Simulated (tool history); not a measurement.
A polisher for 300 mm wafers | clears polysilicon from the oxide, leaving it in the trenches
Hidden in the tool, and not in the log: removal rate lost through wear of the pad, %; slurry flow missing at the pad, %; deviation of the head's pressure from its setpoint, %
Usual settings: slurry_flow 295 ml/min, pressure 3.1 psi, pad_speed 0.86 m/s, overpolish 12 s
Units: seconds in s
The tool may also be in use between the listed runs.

run   hour  slurry_flow  pressure  pad_speed  overpolish  wafers since the last listed run  wafers polished on this pad  hours since the slurry nozzle was cleaned  hours since the head pressure was calibrated  incoming thickness of the incoming film, nm  seconds
  1    0.0          295       3.1       0.86          12                                 0                          918                                      137.0                                         973.5                                        323.7     25.2
  2   32.8          295       3.1       0.86          12                               475                         1393                                      169.8                                        1006.3                                        329.6     26.7
  3   58.9          295       3.1       0.86          12                               378                         1772                                      195.9                                        1032.4                                        336.6     28.8
      66.2  -- worn pad replaced by a new one
  4   74.4          295       3.1       0.86          12                               166                          119                                      211.4                                        1047.9                                        325.8     24.3
  5  104.5          295       3.1       0.86          12                               436                          555                                      241.5                                        1078.0                                        331.7     26.1
     122.9  -- slurry nozzle cleaned
  6  161.5          295       3.1       0.86          12                               811                         1366                                       38.6                                        1135.0                                        332.7     26.3
  7  183.5          295       3.1       0.86          12                               318                         1685                                       60.6                                        1157.0                                        325.9     27.5
     202.2  -- worn pad replaced by a new one
  8  215.4          295       3.1       0.86          12                               404                          190                                       92.5                                        1188.9                                        333.2     24.3
  9  236.5          295       3.1       0.74          12                               305                          496                                      113.6                                        1210.0                                        329.7     29.2
 10  254.1          295       3.1       0.86          12                               255                          751                                      131.2                                        1227.6                                        336.4     25.6
 11  289.7          295       3.1       0.86          12                               515                         1267                                      166.8                                        1263.2                                        331.8     26.4
     309.4  -- head pressure recalibrated
 12  322.5          295       3.1       0.86          12                               446                         1713                                      199.6                                          13.1                                        332.0     26.8
     338.9  -- worn pad replaced by a new one
     346.5  -- slurry nozzle cleaned
 13  349.3          295       3.1       0.86          12                               315                          135                                        2.8                                          39.9                                        329.0     25.4
 14  378.4          205       3.5       0.98          19                               421                          557                                       31.9                                          69.0                                        327.7     20.9
 15  394.3          295       3.1       0.86          12                               230                          787                                       47.8                                          84.9                                        327.9     25.9
 16  417.4          295       3.1       0.86           8                               334                         1122                                       70.9                                         108.0                                        331.3     25.8
 17  435.8          345       3.1       0.86          12                               266                         1389                                       89.3                                         126.4                                        328.5     26.5
 18  449.1          295       4.1       0.86          10                               192                         1581                                      102.6                                         139.7                                        334.6     22.3
 19  462.2          295       3.1       0.86          12                               189                         1771                                      115.7                                         152.8                                        324.8     26.9
     467.7  -- worn pad replaced by a new one
 20  481.4          225       3.1       0.86          12                               220                          198                                      134.9                                         172.0                                        336.3     25.6
 21  501.9          355       3.1       0.86          12                               297                          495                                      155.4                                         192.5                                        328.3     23.6
 22  523.5          385       2.8       1.00          15                               313                          808                                      177.0                                         214.1                                        332.3     22.5
 23  555.8          295       2.2       0.86           8                               468                         1276                                      209.3                                         246.4                                        330.2     31.3
 24  580.4          365       3.1       0.86          12                               356                         1633                                      233.9                                         271.0                                        330.9     26.5
     587.2  -- slurry nozzle cleaned
     602.6  -- worn pad replaced by a new one
 25  603.1          380       3.1       0.86          15                               256                            7                                       15.9                                         293.7                                        334.6     24.7
 26  627.3          295       3.1       0.86          12                               350                          358                                       40.1                                         317.9                                        330.5     25.7
 27  654.8          295       3.1       0.86          12                               398                          757                                       67.6                                         345.4                                        329.1     25.1

3 ways to go on from here, each from the tool as it stands after run 27. What would each give?
  A  655.2          295       3.1       0.86          12                                 5                          762                                       68.0                                         345.8                                        331.7        ?
  B  655.2          295       3.1       0.86          17                                 5                          762                                       68.0                                         345.8                                        331.7        ?
  C  655.2          390       2.3       0.76           6                                 5                          762                                       68.0                                         345.8                                        331.7        ?

run  seconds
  A     25.3
  B     25.3
  C     33.0
Without the tool's hidden state the same runs would have given:
run  seconds
  A     24.3
  B     24.3
  C     31.8

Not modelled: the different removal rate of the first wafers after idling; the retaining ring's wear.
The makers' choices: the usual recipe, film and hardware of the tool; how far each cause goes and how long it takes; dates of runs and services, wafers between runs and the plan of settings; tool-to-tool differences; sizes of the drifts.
